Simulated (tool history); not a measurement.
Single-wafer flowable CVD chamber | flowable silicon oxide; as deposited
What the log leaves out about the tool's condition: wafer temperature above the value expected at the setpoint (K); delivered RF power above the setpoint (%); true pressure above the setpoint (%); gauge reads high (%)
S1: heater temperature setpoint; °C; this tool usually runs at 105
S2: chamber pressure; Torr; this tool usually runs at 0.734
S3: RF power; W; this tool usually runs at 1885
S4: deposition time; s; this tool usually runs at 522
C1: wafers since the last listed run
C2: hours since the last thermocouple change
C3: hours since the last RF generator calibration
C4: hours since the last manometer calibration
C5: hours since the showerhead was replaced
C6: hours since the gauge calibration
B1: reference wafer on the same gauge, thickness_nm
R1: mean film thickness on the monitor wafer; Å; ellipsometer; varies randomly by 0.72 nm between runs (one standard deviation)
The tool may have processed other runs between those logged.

run	day	S1	S2	S3	S4	C1	C2	C3	C4	C5	C6	B1	R1
1	0.000	105	0.734	1885	522	0	1689.4	744.1	1350.8	1704.9	367.2	244.177	2398.33
2	1.196	105	0.734	1885	522	122	1718.1	772.8	1379.5	1733.6	395.9	244.043	2404.08
3	2.442	105	0.734	1885	522	127	1748.0	802.7	1409.4	1763.5	425.8	244.178	2395.98
4	3.438	105	0.734	1885	522	101	1771.9	826.6	1433.3	1787.4	449.7	243.839	2411.42
5	4.650	105	0.734	1885	522	124	1801.0	855.7	1462.4	1816.5	478.8	243.918	2420.02
6	6.033	105	0.734	1885	522	141	1834.2	888.9	1495.6	1849.7	512.0	243.868	2412.20
7	7.133	105	0.734	1885	522	112	1860.6	915.3	1522.0	1876.1	538.4	244.175	2408.08
8	8.129	102	0.734	1885	522	101	1884.5	939.2	1545.9	1900.0	562.3	243.995	2704.58
9	9.208	105	0.857	1885	522	110	1910.4	965.1	1571.8	1925.9	588.2	243.855	2806.51
10	9.850	105	0.857	1885	522	65	1925.8	980.5	1587.2	1941.3	603.6	243.944	2814.66
11	10.771	105	0.734	1885	522	94	1947.9	1002.6	1609.3	1963.4	625.7	243.757	2409.91
12	12.100	105	0.734	1885	522	135	1979.8	1034.5	1641.2	1995.3	657.6	243.876	2406.39
13	12.783	101	0.592	1885	522	69	1996.2	1050.9	1657.6	2011.7	674.0	244.056	2273.87
# day 13.167: RF generator calibrated
14	13.421	101	0.592	1885	522	31	2011.5	6.1	1672.9	2027.0	689.3	244.137	2280.04
# day 13.946: gauge calibrated
15	14.471	105	0.794	1885	522	107	2036.7	31.3	1698.1	2052.2	12.6	244.063	2608.05
16	15.096	96	0.734	2010	522	63	2051.7	46.3	1713.1	2067.2	27.6	244.113	3436.54
17	16.104	105	0.734	1885	597	103	2075.9	70.5	1737.3	2091.4	51.8	243.957	2750.83
# day 16.579: capacitance manometer re-zeroed and calibrated
18	17.325	114	0.839	1765	612	90	2105.2	99.8	17.9	2120.7	81.1	244.089	2298.77
19	18.729	105	0.734	1550	434	143	2138.9	133.5	51.6	2154.4	114.8	243.912	1923.89
20	19.471	105	0.635	1780	580	75	2156.7	151.3	69.4	2172.2	132.6	243.959	2302.22
21	20.267	105	0.861	1885	560	81	2175.8	170.4	88.5	2191.3	151.7	244.084	3050.23
22	20.929	105	0.734	2200	522	67	2191.7	186.3	104.4	2207.2	167.6	244.159	2479.67
# day 21.346: showerhead replaced
# day 22.108: thermocouple changed; heater temperature recalibrated
23	22.129	113	0.734	1610	522	54	0.5	215.1	133.2	18.8	196.4	244.021	1732.65
24	23.388	105	0.734	1885	608	128	30.7	245.3	163.4	49.0	226.6	244.100	2801.77
25	24.712	105	0.734	1885	522	135	62.5	277.1	195.2	80.8	258.4	243.901	2398.40
26	25.942	91	0.734	1885	522	125	92.0	306.6	224.7	110.3	287.9	244.036	4068.53
27	26.904	105	0.734	1885	522	98	115.1	329.7	247.8	133.4	311.0	244.028	2399.25
28	31.350	105	0.734	1885	522	454	221.8	436.4	354.5	240.1	417.7	243.978	2416.67

Each row is a separate what-if for the run after 28, all from the same tool condition, not one after another. Results?
A	31.371	105	0.734	1885	522	2	222.3	436.9	355.0	240.6	418.2	?	?
B	31.371	105	0.787	1885	451	2	222.3	436.9	355.0	240.6	418.2	?	?
C	31.371	100	0.734	2210	522	2	222.3	436.9	355.0	240.6	418.2	?	?

run	B1	R1
A	244.302	2403.40
B	244.302	2225.90
C	244.302	2988.77
The same runs, with their run-to-run variation unchanged, on a tool lacking any hidden condition would have given:
run	R1
A	2403.40
B	2225.90
C	2988.77

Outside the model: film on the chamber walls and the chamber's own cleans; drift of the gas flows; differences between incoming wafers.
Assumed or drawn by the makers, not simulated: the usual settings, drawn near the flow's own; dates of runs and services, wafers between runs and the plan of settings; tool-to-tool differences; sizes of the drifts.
